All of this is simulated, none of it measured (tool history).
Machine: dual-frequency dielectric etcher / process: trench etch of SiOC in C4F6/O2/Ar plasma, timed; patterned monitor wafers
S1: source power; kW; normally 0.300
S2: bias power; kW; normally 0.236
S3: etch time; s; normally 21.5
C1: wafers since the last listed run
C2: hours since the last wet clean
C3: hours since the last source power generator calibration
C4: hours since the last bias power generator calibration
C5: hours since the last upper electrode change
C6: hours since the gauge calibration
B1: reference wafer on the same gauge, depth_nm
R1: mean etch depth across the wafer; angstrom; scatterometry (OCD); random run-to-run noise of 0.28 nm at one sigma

Run 1, day 0.000: usual settings; C1 0; C2 53.5; C3 2671.1; C4 4075.9; C5 3381.8; C6 369.2; B1 38.44. Result: R1 439.5 angstrom.
Run 2, day 2.362: usual settings; C1 964; C2 110.2; C3 2727.8; C4 4132.6; C5 3438.5; C6 425.9; B1 38.42. Result: R1 432.9 angstrom.
Run 3, day 6.571: usual settings; C1 1717; C2 211.2; C3 2828.8; C4 4233.6; C5 3539.5; C6 526.9; B1 38.36. Result: R1 444.3 angstrom.
Run 4, day 8.775: usual settings; C1 899; C2 264.1; C3 2881.7; C4 4286.5; C5 3592.4; C6 579.8; B1 38.40. Result: R1 440.3 angstrom.
Run 5, day 12.458: usual settings; C1 1503; C2 352.5; C3 2970.1; C4 4374.9; C5 3680.8; C6 668.2; B1 38.38. Result: R1 446.1 angstrom.
At day 15.325: bias power generator calibrated.
At day 19.850: wet clean of the chamber.
Run 6, day 21.812: usual settings; C1 3341; C2 47.1; C3 3194.6; C4 155.7; C5 3905.3; C6 892.7; B1 38.42. Result: R1 440.2 angstrom.
Run 7, day 25.746: usual settings; C1 1605; C2 141.5; C3 3289.0; C4 250.1; C5 3999.7; C6 987.1; B1 38.39. Result: R1 439.5 angstrom.
At day 26.433: source power generator calibrated.
Run 8, day 27.508: usual settings; C1 651; C2 183.8; C3 25.8; C4 292.4; C5 4042.0; C6 1029.4; B1 38.44. Result: R1 441.0 angstrom.
Run 9, day 29.362: usual settings; C1 756; C2 228.3; C3 70.3; C4 336.9; C5 4086.5; C6 1073.9; B1 38.32. Result: R1 440.3 angstrom.
Run 10, day 32.646: usual settings but S1 0.260 kW; C1 1339; C2 307.1; C3 149.1; C4 415.7; C5 4165.3; C6 1152.7; B1 38.38. Result: R1 427.4 angstrom.
Run 11, day 37.129: usual settings but S1 0.260 kW; C1 1829; C2 414.7; C3 256.7; C4 523.3; C5 4272.9; C6 1260.3; B1 38.44. Result: R1 427.8 angstrom.
Run 12, day 41.329: usual settings but S1 0.350 kW; C1 1713; C2 515.5; C3 357.5; C4 624.1; C5 4373.7; C6 1361.1; B1 38.40. Result: R1 477.5 angstrom.
At day 44.096: wet clean of the chamber.
Run 13, day 45.338: usual settings but S3 24.0 s; C1 1227; C2 29.8; C3 453.7; C4 720.3; C5 4469.9; C6 1457.3; B1 38.46. Result: R1 484.9 angstrom.
Run 14, day 47.083: usual settings but S1 0.230 kW, S2 0.269 kW, S3 27.5 s; C1 712; C2 71.7; C3 495.6; C4 762.2; C5 4511.8; C6 1499.2; B1 38.39. Result: R1 523.9 angstrom.
Run 15, day 50.417: usual settings; C1 1360; C2 151.7; C3 575.6; C4 842.2; C5 4591.8; C6 1579.2; B1 38.39. Result: R1 442.8 angstrom.
At day 53.783: upper electrode replaced.
Run 16, day 53.804: usual settings but S1 0.350 kW, S2 0.265 kW, S3 16.5 s; C1 974; C2 233.0; C3 656.9; C4 923.5; C5 0.5; C6 1660.5; B1 38.41. Result: R1 372.6 angstrom.
At day 55.908: gauge calibrated.
Run 17, day 56.771: usual settings but S1 0.350 kW, S2 0.265 kW, S3 16.5 s; C1 1210; C2 304.2; C3 728.1; C4 994.7; C5 71.7; C6 20.7; B1 38.38. Result: R1 370.3 angstrom.
Run 18, day 60.342: usual settings; C1 1457; C2 389.9; C3 813.8; C4 1080.4; C5 157.4; C6 106.4; B1 38.35. Result: R1 440.1 angstrom.
Run 19, day 63.967: usual settings but S1 0.370 kW, S2 0.258 kW, S3 20.0 s; C1 1479; C2 476.9; C3 900.8; C4 1167.4; C5 244.4; C6 193.4; B1 38.40. Result: R1 463.8 angstrom.
Run 20, day 67.021: usual settings but S1 0.270 kW, S3 16.0 s; C1 1246; C2 550.2; C3 974.1; C4 1240.7; C5 317.7; C6 266.7; B1 38.42. Result: R1 321.5 angstrom.
At day 69.425: wet clean of the chamber.
Run 21, day 70.417: usual settings but S3 23.5 s; C1 977; C2 23.8; C3 1055.6; C4 1322.2; C5 399.2; C6 348.2; B1 38.38. Result: R1 478.8 angstrom.
Run 22, day 74.179: usual settings but S3 18.0 s; C1 1535; C2 114.1; C3 1145.9; C4 1412.5; C5 489.5; C6 438.5; B1 38.41. Result: R1 365.6 angstrom.
Run 23, day 78.625: usual settings but S1 0.370 kW, S2 0.182 kW; C1 1814; C2 220.8; C3 1252.6; C4 1519.2; C5 596.2; C6 545.2; B1 38.45. Result: R1 446.9 angstrom.
Run 24, day 80.800: usual settings but S3 26.0 s; C1 887; C2 273.0; C3 1304.8; C4 1571.4; C5 648.4; C6 597.4; B1 38.37. Result: R1 533.3 angstrom.
Run 25, day 84.183: usual settings but S3 19.0 s; C1 1380; C2 354.2; C3 1386.0; C4 1652.6; C5 729.6; C6 678.6; B1 38.40. Result: R1 385.6 angstrom.
Run 26, day 86.217: usual settings but S1 0.220 kW, S3 24.0 s; C1 829; C2 403.0; C3 1434.8; C4 1701.4; C5 778.4; C6 727.4; B1 38.37. Result: R1 445.3 angstrom.
Run 27, day 88.321: usual settings; C1 858; C2 453.5; C3 1485.3; C4 1751.9; C5 828.9; C6 777.9; B1 38.40. Result: R1 447.0 angstrom.
At day 91.921: wet clean of the chamber.
Run 28, day 92.504: usual settings; C1 1299; C2 14.0; C3 1585.7; C4 1852.3; C5 929.3; C6 878.3; B1 38.40. Result: R1 434.3 angstrom.
Run 29, day 96.304: usual settings but S1 0.380 kW, S2 0.280 kW; C1 1550; C2 105.2; C3 1676.9; C4 1943.5; C5 1020.5; C6 969.5; B1 38.38. Result: R1 497.0 angstrom.
Run 30, day 100.450: usual settings but S1 0.360 kW, S2 0.208 kW, S3 27.0 s; C1 1691; C2 204.7; C3 1776.4; C4 2043.0; C5 1120.0; C6 1069.0; B1 38.35. Result: R1 579.6 angstrom.

Table of differences, measured result less the result of that run with no hidden state. Run-to-run variation is the same in both. Gauge scatter possibly is not:
Unlogged tool condition in this case: etch rate over this chamber's usual, %; source power that arrives over what is set, %; bias power that arrives over what is set, %; gauge reads high (%).
run     R1
  1   -0.2
  2   +1.3
  3   +4.3
  4   +5.7
  5   +8.3
  6   +2.8
  7   +5.4
  8   +6.6
  9   +7.8
 10   +9.6
 11  +12.5
 12  +16.8
 13   -0.6
 14   +0.7
 15   +2.8
 16   +4.3
 17   +6.0
 18   +9.5
 19  +12.5
 20  +10.1
 21   -2.2
 22   +0.4
 23   +3.6
 24   +6.0
 25   +6.3
 26   +8.7
 27  +10.2
 28   +1.5
 29   +4.5
 30   +9.0
